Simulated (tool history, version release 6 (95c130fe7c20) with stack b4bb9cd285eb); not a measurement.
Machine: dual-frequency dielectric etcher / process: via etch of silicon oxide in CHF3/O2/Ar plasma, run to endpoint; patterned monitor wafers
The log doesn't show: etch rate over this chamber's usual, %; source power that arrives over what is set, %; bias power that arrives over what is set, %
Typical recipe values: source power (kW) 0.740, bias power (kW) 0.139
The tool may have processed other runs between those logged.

run     day  source power (kW)  bias power (kW)  wafers since the last listed run  hours since the last wet clean  hours since the last source power generator calibration  hours since the last bias power generator calibration  hours since the last upper electrode change  incoming incoming film thickness, nm  endpoint time (s)
  1   0.000              0.740            0.139                                 0                            37.4                                                   1119.4                                                 2916.7                                       2382.6                                 649.3              341.7
  2   2.475              0.740            0.139                               357                            96.8                                                   1178.8                                                 2976.1                                       2442.0                                 650.9              338.1
  3   5.242              0.740            0.139                               399                           163.2                                                   1245.2                                                 3042.5                                       2508.4                                 655.9              341.7
      8.233  -- upper electrode replaced
  4   8.254              0.740            0.139                               290                           235.5                                                   1317.5                                                 3114.8                                          0.5                                 653.5              339.5
  5  10.100              0.740            0.139                               266                           279.8                                                   1361.8                                                 3159.1                                         44.8                                 657.6              344.6
  6  12.783              0.680            0.139                               387                           344.2                                                   1426.2                                                 3223.5                                        109.2                                 651.4              360.2
  7  14.733              0.680            0.139                               281                           391.0                                                   1473.0                                                 3270.3                                        156.0                                 655.7              362.2
     17.383  -- wet clean of the chamber
  8  17.442              0.610            0.139                               246                             1.4                                                   1538.0                                                 3335.3                                        221.0                                 649.0              386.9
  9  18.575              0.610            0.139                               163                            28.6                                                   1565.2                                                 3362.5                                        248.2                                 657.2              390.7
 10  21.367              0.740            0.139                               403                            95.6                                                   1632.2                                                 3429.5                                        315.2                                 653.4              342.2
 11  22.596              0.740            0.123                               177                           125.1                                                   1661.7                                                 3459.0                                        344.7                                 652.9              353.1
     23.646  -- bias power generator calibrated
 12  25.554              0.740            0.139                               403                           196.1                                                   1732.7                                                   45.8                                        415.7                                 652.6              344.9
 13  28.092              0.740            0.139                               366                           257.0                                                   1793.6                                                  106.7                                        476.6                                 650.1              341.9
 14  30.471              0.740            0.139                               343                           314.1                                                   1850.7                                                  163.8                                        533.7                                 651.8              343.5
     30.871  -- source power generator calibrated
 15  32.442              0.740            0.139                               260                           361.4                                                     37.7                                                  211.1                                        581.0                                 652.2              348.7
 16  35.408              0.590            0.139                               428                           432.6                                                    108.9                                                  282.3                                        652.2                                 656.9              409.6
     37.175  -- wet clean of the chamber
 17  38.283              0.590            0.112                               271                            26.6                                                    177.9                                                  351.3                                        721.2                                 653.1              431.7
 18  41.129              0.740            0.139                               411                            94.9                                                    246.2                                                  419.6                                        789.5                                 646.5              348.0
 19  42.417              0.740            0.139                               186                           125.8                                                    277.1                                                  450.5                                        820.4                                 656.0              354.6
 20  44.921              0.640            0.169                               361                           185.9                                                    337.2                                                  510.6                                        880.5                                 648.4              360.4
 21  47.658              0.880            0.150                               395                           251.6                                                    402.9                                                  576.3                                        946.2                                 653.4              310.4
 22  48.917              0.740            0.139                               181                           281.8                                                    433.1                                                  606.5                                        976.4                                 656.2              356.7
     54.500  -- source power generator calibrated, repeated, since the last time left the tool worse
 23  55.842              0.840            0.117                               976                           448.0                                                     32.2                                                  772.7                                       1142.6                                 646.5              322.6
     58.138  -- wet clean of the chamber
 24  58.158              0.740            0.139                               190                             0.5                                                     87.8                                                  828.3                                       1198.2                                 648.7              334.3
 25  58.729              0.620            0.106                                82                            14.2                                                    101.5                                                  842.0                                       1211.9                                 650.9              406.3
 26  61.217              0.810            0.107                               359                            73.9                                                    161.2                                                  901.7                                       1271.6                                 655.3              344.4
 27  62.238              0.640            0.110                               147                            98.4                                                    185.7                                                  926.2                                       1296.1                                 657.7              397.2
 28  64.092              0.600            0.106                               268                           142.9                                                    230.2                                                  970.7                                       1340.6                                 651.7              412.8
 29  65.829              0.810            0.169                               251                           184.6                                                    271.9                                                 1012.4                                       1382.3                                 658.1              305.7
 30  67.342              0.910            0.139                               218                           220.9                                                    308.2                                                 1048.7                                       1418.6                                 659.1              304.9
 31  68.579              0.590            0.116                               178                           250.6                                                    337.9                                                 1078.4                                       1448.3                                 663.8              419.9
 32  70.392              0.860            0.139                               262                           294.1                                                    381.4                                                 1121.9                                       1491.8                                 653.1              307.8
 33  73.300              0.920            0.167                               420                           363.9                                                    451.2                                                 1191.7                                       1561.6                                 649.8              280.0
 34  75.142              0.910            0.139                               266                           408.1                                                    495.4                                                 1235.9                                       1605.8                                 656.6              300.5
 35  77.867              0.630            0.139                               393                           473.5                                                    560.8                                                 1301.3                                       1671.2                                 652.1              376.3
 36  80.312              0.740            0.139                               353                           532.2                                                    619.5                                                 1360.0                                       1729.9                                 658.0              343.7

Pick out some run-to-run changes in endpoint time (s). Of each, how much would a tool without hidden state show as well, from the settings, what came in and chance, and how much is left for the hidden state and any gauge scatter not in both results compared?
Run 14 -> 15: source power generator calibrated. endpoint time (s) +5.2: hidden state +6.1, all else -0.9.
Run 17 -> 18: source power (kW) 0.590 -> 0.740, bias power (kW) 0.112 -> 0.139. endpoint time (s) -83.7: hidden state -3.0, all else -80.7.
Run 22 -> 23: source power (kW) 0.740 -> 0.840, bias power (kW) 0.139 -> 0.117, source power generator calibrated, repeated, since the last time left the tool worse. endpoint time (s) -34.1: hidden state -14.9, all else -19.2.
Run 28 -> 29: source power (kW) 0.600 -> 0.810, bias power (kW) 0.106 -> 0.169. endpoint time (s) -107.1: hidden state +0.0, all else -107.1.
Run 30 -> 31: source power (kW) 0.910 -> 0.590, bias power (kW) 0.139 -> 0.116. endpoint time (s) +115.0: hidden state +0.3, all else +114.7.
Run 31 -> 32: source power (kW) 0.590 -> 0.860, bias power (kW) 0.116 -> 0.139. endpoint time (s) -112.1: hidden state -0.1, all else -112.0.
